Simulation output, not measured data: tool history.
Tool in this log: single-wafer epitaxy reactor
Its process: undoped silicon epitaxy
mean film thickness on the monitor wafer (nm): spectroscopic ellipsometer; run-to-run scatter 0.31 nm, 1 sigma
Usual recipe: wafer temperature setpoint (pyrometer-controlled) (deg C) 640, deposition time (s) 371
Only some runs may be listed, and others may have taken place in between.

run,day,wafer temperature setpoint (pyrometer-controlled) (deg C),deposition time (s),"read-back reference wafer on the same gauge, thickness_nm",mean film thickness on the monitor wafer (nm)
1,0,640,329,46.383,46.145
2,1.583,640,329,46.446,46.025
3,3.408,640,371,46.389,51.887
4,4.675,640,371,46.407,52.19
5,7.462,640,371,46.369,51.766
6,8.946,640,345,46.392,47.733
7,11.696,640,345,46.252,47.964
8,14.462,640,345,46.464,48.24
9,15.967,640,371,46.354,51.839
10,18.292,629,331,46.431,34.692
11,20.533,650,403,46.292,72.283
12,22.633,649,444,46.365,77.801
13,23.854,640,371,46.377,51.516
14,26.8,640,371,46.252,51.36
15,28.421,633,371,46.38,46.125
16,30.938,628,371,46.423,39.938
17,32.658,653,305,46.308,61.818
18,35.633,629,324,46.456,35.388
19,38.612,640,371,46.455,53.726

Withheld: 2 entries from between the runs. Position of each, and hidden state at the listed run before versus the listed run after:
Runs 11 to 12: gauge calibrated (day 20.762)
  wafer temperature above the value expected at the setpoint (K): -2.47 -> -2.49
  measured minus no-state result, mean film thickness on the monitor wafer (nm): -4.581 -> -4.979
Runs 14 to 15: pyrometer calibrated (day 27.958)
  wafer temperature above the value expected at the setpoint (K): -2.52 -> 0.144
  measured minus no-state result, mean film thickness on the monitor wafer (nm): -3.403 -> +0.171
